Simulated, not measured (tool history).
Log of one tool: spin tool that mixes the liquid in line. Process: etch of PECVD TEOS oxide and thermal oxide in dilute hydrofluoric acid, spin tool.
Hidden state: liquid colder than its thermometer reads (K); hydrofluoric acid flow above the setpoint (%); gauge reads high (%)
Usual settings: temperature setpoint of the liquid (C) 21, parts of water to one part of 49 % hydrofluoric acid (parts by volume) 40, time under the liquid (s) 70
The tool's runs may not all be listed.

run,day,temperature setpoint of the liquid (C),parts of water to one part of 49 % hydrofluoric acid (parts by volume),time under the liquid (s),wafers since the last listed run,hours since the thermometer was replaced,hours since the hydrofluoric acid flow meter was replaced,hours since the gauge calibration,"read-back film thickness of the PECVD TEOS oxide reference wafer, read on the same gauge (nm)","read-back film thickness of the thermal oxide reference wafer, read on the same gauge (nm)",thickness taken off the PECVD TEOS oxide on a monitor wafer (Å),thickness taken off the thermal oxide on a monitor wafer (Å)
1,0,21,40,70,0,2273.2,1811.1,890.6,90.01,30,227.4,72.4
2,1.704,21,40,70,349,2314.1,1852,931.5,89.95,30,230.5,69.7
3,3.246,21,40,70,316,2351.1,1889,968.5,89.99,30.02,226.7,69.7
# day 6.579: hydrofluoric acid flow meter replaced
4,7.575,21,40,70,880,2455,23.9,1072.4,90.01,30,225,70.5
5,10.2,21,40,70,538,2518,86.9,1135.4,89.98,30.02,226.6,70.7
6,14.158,19.5,40,70,812,2613,181.9,1230.4,89.97,30.01,212,65.3
7,18.308,21,40,70,851,2712.6,281.5,1330,90.02,29.99,222.9,71
# day 19.442: thermometer replaced
8,20.112,24.5,50,50,361,16.1,324.8,1373.3,90.03,29.99,159,49.5
9,21.767,21,40,70,339,55.8,364.5,1413,89.99,30.02,244.1,76.1
10,24.796,21,40,70,621,128.5,437.2,1485.7,90.01,29.98,242.4,76.2
11,26.317,23.5,25,50,312,165,473.7,1522.2,90.04,30.02,310.2,98.9
12,28.754,21,40,70,500,223.5,532.2,1580.7,89.99,29.99,242.2,76.2
# day 31.208: gauge calibrated
13,32.038,17,25,30,674,302.3,611,19.9,90.05,30.01,143.5,44.4
14,36.042,23,55,100,822,398.4,707.1,116,90.01,29.98,268.8,84
15,38.396,19.5,40,40,483,454.9,763.6,172.5,90.04,29.99,128.3,40.4
16,42.425,21,40,70,827,551.6,860.3,269.2,89.96,30.01,239.2,75.4
17,46.238,17.5,35,70,782,643.1,951.8,360.7,90.04,30.01,237.1,75.6

The next listed run, before its measurement:
18,49.858,21,35,40,743,730,1038.7,447.6,?,?,?,?

read-back film thickness of the PECVD TEOS oxide reference wafer, read on the same gauge (nm): 90.01
read-back film thickness of the thermal oxide reference wafer, read on the same gauge (nm): 30.02
thickness taken off the PECVD TEOS oxide on a monitor wafer (Å): 157.5
thickness taken off the thermal oxide on a monitor wafer (Å): 49.1
Without the tool's hidden state the same run would have given thickness taken off the PECVD TEOS oxide on a monitor wafer (Å) 162, thickness taken off the thermal oxide on a monitor wafer (Å) 50.5.
